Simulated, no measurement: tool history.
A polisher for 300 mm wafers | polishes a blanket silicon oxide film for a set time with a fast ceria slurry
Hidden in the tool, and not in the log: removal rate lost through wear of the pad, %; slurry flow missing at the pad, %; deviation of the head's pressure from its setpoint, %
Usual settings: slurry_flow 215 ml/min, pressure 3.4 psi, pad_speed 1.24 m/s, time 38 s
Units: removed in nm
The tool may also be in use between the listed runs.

run	hour	slurry_flow	pressure	pad_speed	time	wafers since the last listed run	wafers polished on this pad	hours since the slurry nozzle was cleaned	hours since the head pressure was calibrated	incoming thickness of the incoming film, nm	removed
1	0	215	3.4	1.24	38	0	782	494.7	590.9	2487.3	1031.3
2	11.7	215	3.4	1.24	38	185	968	506.4	602.6	2512.1	1026.7
# hour 19.4: worn pad replaced by a new one
3	29.1	215	3.4	1.24	38	212	153	523.8	620	2516.2	1045.9
4	36.2	215	3.4	1.24	38	112	265	530.9	627.1	2528.3	1015.2
5	49.9	215	3.4	1.42	29	216	482	544.6	640.8	2530	880.7
6	63	215	3.4	1.46	38	207	690	557.7	653.9	2497.3	1166.8
7	82.4	215	3.4	1.46	38	307	997	577.1	673.3	2521.8	1169.8
# hour 90.6: slurry nozzle cleaned
# hour 96: worn pad replaced by a new one
8	96.5	215	3.4	1.46	38	144	7	5.9	687.4	2544.3	1076
9	114.5	215	3.4	1.24	38	284	292	23.9	705.4	2492.2	927.1
10	132.2	235	2.5	1.56	49	280	572	41.6	723.1	2503.6	1091.8
# hour 136.9: slurry nozzle cleaned, repeated, since the last time left the tool worse
11	149.9	215	3.4	1.24	38	264	836	13	740.8	2503.1	1082.7
12	161	215	3.4	1.24	49	175	1012	24.1	751.9	2462.8	1360.7
# hour 173.9: worn pad replaced by a new one
13	174.4	215	3	1.06	43	148	8	37.5	765.3	2547.7	946.8
# hour 189.6: head pressure recalibrated
14	215.9	150	3.4	1.24	38	625	633	79	26.3	2456	1001.6
15	232.9	260	3.4	1.66	49	269	902	96	43.3	2488.5	1787.3
16	242.9	235	2.5	1.56	49	158	1061	106	53.3	2488.2	1219.1

Hidden state or all else? Some run-to-run changes of removed, split into what the settings, what came in and random variation would give without the hidden state, and what is left for the hidden state (with any gauge scatter that isn't in both results):
Run 10 -> 11: slurry_flow 235 -> 215, pressure 2.5 -> 3.4, pad_speed 1.56 -> 1.24, time 49 -> 38, slurry nozzle cleaned, repeated, since the last time left the tool worse. removed -9.1 nm: hidden state +166.1, all else -175.2.
Run 14 -> 15: slurry_flow 150 -> 260, pad_speed 1.24 -> 1.66, time 38 -> 49. removed +785.7 nm: hidden state -4.3, all else +790.
